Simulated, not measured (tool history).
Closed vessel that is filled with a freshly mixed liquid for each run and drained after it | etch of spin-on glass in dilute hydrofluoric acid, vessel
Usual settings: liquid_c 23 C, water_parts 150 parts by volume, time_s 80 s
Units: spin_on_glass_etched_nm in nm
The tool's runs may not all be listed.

run   hour  liquid_c  water_parts  time_s  read-back film thickness of the spin-on glass reference wafer, read on the same gauge (nm)  spin_on_glass_etched_nm
  1      0      20.5          150      80                                                                                       30.02                    16.34
  2   15.9      20.5          150      80                                                                                       29.98                    15.88
  3   23.9        23          150      80                                                                                       30.01                    18.03
  4   41.3        23          150      80                                                                                       29.97                    17.86
  5   67.9        23          150      80                                                                                          30                     17.8
  6   84.8        23          120      80                                                                                       30.01                    22.88
  7     99        23          120      80                                                                                       29.99                    22.68
  8  108.6        23          150      80                                                                                          30                     17.8
  9  116.8        23           90      80                                                                                       29.99                    31.16
 10  128.3        23           90      80                                                                                       29.98                    31.38
 11  140.8        23          150      80                                                                                          30                    17.73
 12  156.3        23          150      80                                                                                       30.01                    17.51
 13  163.3        23          150      80                                                                                       30.02                    17.46
     169.8  -- thermometer replaced
 14  178.8        23          130      80                                                                                       29.97                    19.75
 15  196.7        23          150      80                                                                                       29.97                     16.6
 16  206.5        23          150      95                                                                                       29.99                    19.44
 17  223.7        23          150      80                                                                                          30                    16.55
 18    233        23           90      80                                                                                       30.02                    29.79
     235.7  -- thermometer replaced, repeated, since the last time left the tool worse
 19  239.1      19.5          220     125                                                                                       29.99                    16.04
 20  251.8        20          150      80                                                                                          30                    16.56
 21  264.2        23          100      80                                                                                       29.99                    29.53
     268.8  -- hydrofluoric acid flow meter replaced
 22  273.9        23          150      60                                                                                       29.98                    13.85
 23  287.3        23           75      80                                                                                          30                    40.28
     296.5  -- gauge calibrated
 24  299.2        23          150      80                                                                                       29.98                    18.38

Forecast run 25:
 25   306        18          115      30                                                                                           ?                        ?

read-back film thickness of the spin-on glass reference wafer, read on the same gauge (nm): 30.02
spin_on_glass_etched_nm: 7.6 nm
Without the tool's hidden state the same run would have given spin_on_glass_etched_nm 7.69 nm.

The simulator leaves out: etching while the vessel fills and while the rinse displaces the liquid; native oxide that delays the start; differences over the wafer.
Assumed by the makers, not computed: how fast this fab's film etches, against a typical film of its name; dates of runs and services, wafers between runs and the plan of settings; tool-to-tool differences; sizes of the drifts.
